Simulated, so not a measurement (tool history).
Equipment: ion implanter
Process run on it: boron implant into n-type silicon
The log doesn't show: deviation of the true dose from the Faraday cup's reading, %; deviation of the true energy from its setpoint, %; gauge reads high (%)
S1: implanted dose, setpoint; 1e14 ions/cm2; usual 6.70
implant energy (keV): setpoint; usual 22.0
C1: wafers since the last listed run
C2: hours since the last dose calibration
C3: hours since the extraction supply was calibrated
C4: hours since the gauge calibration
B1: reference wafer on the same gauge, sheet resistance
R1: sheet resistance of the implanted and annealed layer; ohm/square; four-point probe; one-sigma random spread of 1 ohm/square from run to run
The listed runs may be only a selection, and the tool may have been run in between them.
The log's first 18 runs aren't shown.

run 19 hour=1111.3 | S1=5.08 implant_energy_(keV)=22.0 | C1=467 C2=1411.4 C3=6481.8 C4=208.8 | B1=155.01 | R1=227.51
run 20 hour=1169.7 | S1=4.72 implant_energy_(keV)=22.0 | C1=818 C2=1469.8 C3=6540.2 C4=267.2 | B1=155.10 | R1=239.39
run 21 hour=1200.7 | S1=8.02 implant_energy_(keV)=19.0 | C1=434 C2=1500.8 C3=6571.2 C4=298.2 | B1=154.92 | R1=154.54
-- hour=1212.1 extraction supply calibrated
run 22 hour=1266.8 | S1=8.12 implant_energy_(keV)=24.5 | C1=813 C2=1566.9 C3=54.7 C4=364.3 | B1=154.89 | R1=151.01
run 23 hour=1324.4 | S1=6.70 implant_energy_(keV)=22.0 | C1=806 C2=1624.5 C3=112.3 C4=421.9 | B1=154.89 | R1=179.55
run 24 hour=1391.1 | S1=6.70 implant_energy_(keV)=16.5 | C1=934 C2=1691.2 C3=179.0 C4=488.6 | B1=154.96 | R1=183.95
run 25 hour=1576.2 | S1=5.63 implant_energy_(keV)=19.5 | C1=2593 C2=1876.3 C3=364.1 C4=673.7 | B1=154.78 | R1=211.03
-- hour=1651.0 Faraday cup replaced and dose calibrated
run 26 hour=1785.3 | S1=6.70 implant_energy_(keV)=22.0 | C1=2817 C2=134.3 C3=573.2 C4=882.8 | B1=155.09 | R1=173.42
run 27 hour=1850.8 | S1=5.99 implant_energy_(keV)=27.0 | C1=917 C2=199.8 C3=638.7 C4=948.3 | B1=155.19 | R1=187.82

Forecast run 28:
run 28 hour=1921.0 | S1=6.70 implant_energy_(keV)=17.0 | C1=983 C2=270.0 C3=708.9 C4=1018.5 | B1=? | R1=?

For run 28 the tool returned B1 155.04, R1 180.33 ohm/square.
On a tool with no hidden condition, and with the same random variation, this run would have come out at R1 177.08 ohm/square.
